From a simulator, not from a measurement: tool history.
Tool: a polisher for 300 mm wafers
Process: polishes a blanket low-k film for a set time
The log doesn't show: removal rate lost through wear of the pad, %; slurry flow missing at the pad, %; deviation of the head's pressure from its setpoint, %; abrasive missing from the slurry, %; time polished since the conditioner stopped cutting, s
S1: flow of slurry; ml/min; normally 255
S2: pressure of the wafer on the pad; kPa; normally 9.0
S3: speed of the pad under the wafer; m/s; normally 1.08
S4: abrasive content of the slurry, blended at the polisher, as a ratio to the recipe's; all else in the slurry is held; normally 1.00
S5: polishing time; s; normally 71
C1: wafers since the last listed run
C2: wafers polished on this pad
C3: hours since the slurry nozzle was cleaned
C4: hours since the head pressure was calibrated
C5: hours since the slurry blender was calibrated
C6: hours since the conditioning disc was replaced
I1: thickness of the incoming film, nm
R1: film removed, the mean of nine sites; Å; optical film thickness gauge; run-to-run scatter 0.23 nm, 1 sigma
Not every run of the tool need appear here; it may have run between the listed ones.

run 1 day=0.000 | S1=310 S2=9.0 S3=1.08 S4=0.90 S5=71 | C1=0 C2=913 C3=376.3 C4=193.7 C5=111.4 C6=6.6 | I1=674.0 | R1=234
run 2 day=1.983 | S1=310 S2=9.0 S3=1.08 S4=0.90 S5=71 | C1=464 C2=1377 C3=423.9 C4=241.3 C5=159.0 C6=54.2 | I1=684.8 | R1=234
run 3 day=3.188 | S1=255 S2=9.0 S3=1.08 S4=1.00 S5=71 | C1=281 C2=1659 C3=452.8 C4=270.2 C5=187.9 C6=83.1 | I1=672.2 | R1=244
run 4 day=5.425 | S1=255 S2=9.0 S3=1.08 S4=1.00 S5=71 | C1=523 C2=2182 C3=506.5 C4=323.9 C5=241.6 C6=136.8 | I1=687.5 | R1=240
run 5 day=7.429 | S1=255 S2=9.0 S3=1.08 S4=1.00 S5=71 | C1=468 C2=2651 C3=554.6 C4=372.0 C5=289.7 C6=184.9 | I1=667.0 | R1=242
-- day=8.325 slurry blender recalibrated
-- day=9.404 worn pad replaced by a new one
run 6 day=10.317 | S1=255 S2=9.0 S3=1.08 S4=1.00 S5=71 | C1=617 C2=213 C3=623.9 C4=441.3 C5=47.8 C6=254.2 | I1=678.4 | R1=239
run 7 day=12.796 | S1=255 S2=9.0 S3=1.08 S4=1.00 S5=71 | C1=580 C2=793 C3=683.4 C4=500.8 C5=107.3 C6=313.7 | I1=689.8 | R1=234
-- day=13.271 slurry nozzle cleaned
run 8 day=15.688 | S1=255 S2=9.0 S3=1.08 S4=1.00 S5=71 | C1=666 C2=1460 C3=58.0 C4=570.2 C5=176.7 C6=383.1 | I1=685.4 | R1=234
run 9 day=17.371 | S1=255 S2=9.0 S3=1.08 S4=1.00 S5=71 | C1=393 C2=1854 C3=98.4 C4=610.6 C5=217.1 C6=423.5 | I1=685.2 | R1=225
run 10 day=18.550 | S1=255 S2=9.0 S3=1.08 S4=1.00 S5=85 | C1=275 C2=2130 C3=126.7 C4=638.9 C5=245.4 C6=451.8 | I1=691.9 | R1=270
-- day=19.221 conditioning disc replaced and pad reconditioned
-- day=19.583 slurry blender recalibrated
-- day=20.746 worn pad replaced by a new one
run 11 day=20.767 | S1=255 S2=9.0 S3=1.08 S4=1.00 S5=85 | C1=440 C2=4 C3=179.9 C4=692.1 C5=28.4 C6=37.1 | I1=685.2 | R1=255
run 12 day=21.854 | S1=255 S2=9.0 S3=1.08 S4=1.00 S5=85 | C1=254 C2=259 C3=206.0 C4=718.2 C5=54.5 C6=63.2 | I1=674.1 | R1=255
-- day=23.508 head pressure recalibrated
run 13 day=23.646 | S1=255 S2=9.0 S3=1.08 S4=1.00 S5=71 | C1=399 C2=658 C3=249.0 C4=3.3 C5=97.5 C6=106.2 | I1=680.8 | R1=216
run 14 day=25.950 | S1=255 S2=9.0 S3=1.08 S4=1.00 S5=71 | C1=539 C2=1198 C3=304.3 C4=58.6 C5=152.8 C6=161.5 | I1=680.6 | R1=214
-- day=27.288 conditioning disc replaced and pad reconditioned, repeated, since the last time left the tool worse
-- day=30.962 slurry blender recalibrated
run 15 day=33.042 | S1=255 S2=10.3 S3=1.08 S4=1.00 S5=71 | C1=1620 C2=2818 C3=474.5 C4=228.8 C5=49.9 C6=138.1 | I1=670.2 | R1=279
-- day=34.425 worn pad replaced by a new one
run 16 day=35.250 | S1=340 S2=9.0 S3=1.08 S4=1.00 S5=71 | C1=477 C2=193 C3=527.5 C4=281.8 C5=102.9 C6=191.1 | I1=676.2 | R1=250
run 17 day=41.438 | S1=255 S2=9.0 S3=1.08 S4=1.00 S5=88 | C1=1447 C2=1641 C3=676.0 C4=430.3 C5=251.4 C6=339.6 | I1=690.8 | R1=290
-- day=43.304 slurry nozzle cleaned
-- day=43.971 slurry blender recalibrated
run 18 day=43.983 | S1=255 S2=7.6 S3=1.08 S4=1.00 S5=71 | C1=566 C2=2207 C3=16.3 C4=491.4 C5=0.3 C6=400.7 | I1=681.0 | R1=195
-- day=45.050 worn pad replaced by a new one
run 19 day=45.750 | S1=285 S2=9.0 S3=1.08 S4=1.10 S5=71 | C1=374 C2=163 C3=58.7 C4=533.8 C5=42.7 C6=443.1 | I1=679.5 | R1=245
run 20 day=47.046 | S1=255 S2=9.0 S3=1.08 S4=1.00 S5=71 | C1=303 C2=466 C3=89.8 C4=564.9 C5=73.8 C6=474.2 | I1=670.4 | R1=225
run 21 day=49.504 | S1=310 S2=9.0 S3=1.08 S4=0.90 S5=71 | C1=575 C2=1041 C3=148.8 C4=623.9 C5=132.8 C6=533.2 | I1=684.0 | R1=211
-- day=50.354 conditioning disc replaced and pad reconditioned
run 22 day=51.412 | S1=255 S2=9.0 S3=1.08 S4=1.10 S5=71 | C1=427 C2=1468 C3=194.6 C4=669.7 C5=178.6 C6=25.4 | I1=687.2 | R1=259
run 23 day=53.725 | S1=325 S2=9.0 S3=1.08 S4=0.75 S5=59 | C1=541 C2=2009 C3=250.1 C4=725.2 C5=234.1 C6=80.9 | I1=673.7 | R1=172
-- day=55.171 slurry blender recalibrated
-- day=56.350 worn pad replaced by a new one
run 24 day=56.592 | S1=255 S2=9.0 S3=1.08 S4=1.00 S5=71 | C1=612 C2=56 C3=318.9 C4=794.0 C5=34.1 C6=149.7 | I1=679.5 | R1=243
run 25 day=58.454 | S1=305 S2=9.0 S3=0.80 S4=0.85 S5=71 | C1=435 C2=492 C3=363.6 C4=838.7 C5=78.8 C6=194.4 | I1=688.5 | R1=174
run 26 day=60.038 | S1=255 S2=9.0 S3=1.08 S4=1.00 S5=95 | C1=370 C2=862 C3=401.6 C4=876.7 C5=116.8 C6=232.4 | I1=686.3 | R1=320

Below, some changes in R1 between adjacent runs. For each, the amount present without the hidden state too (settings, incoming material, random variation) and the amount remaining for the hidden state with gauge scatter not shared by both compared results:
Run 14 -> 15: S2 9.0 -> 10.3, conditioning disc replaced and pad reconditioned, repeated, since the last time left the tool worse, slurry blender recalibrated. R1 +65 Å: hidden state +30, all else +35.
Run 17 -> 18: S2 9.0 -> 7.6, S5 88 -> 71, slurry nozzle cleaned, slurry blender recalibrated. R1 -95 Å: hidden state +3, all else -98.
Run 21 -> 22: S1 310 -> 255, S4 0.90 -> 1.10, conditioning disc replaced and pad reconditioned. R1 +48 Å: hidden state +23, all else +25.
Run 25 -> 26: S1 305 -> 255, S3 0.80 -> 1.08, S4 0.85 -> 1.00, S5 71 -> 95. R1 +146 Å: hidden state -5, all else +151.
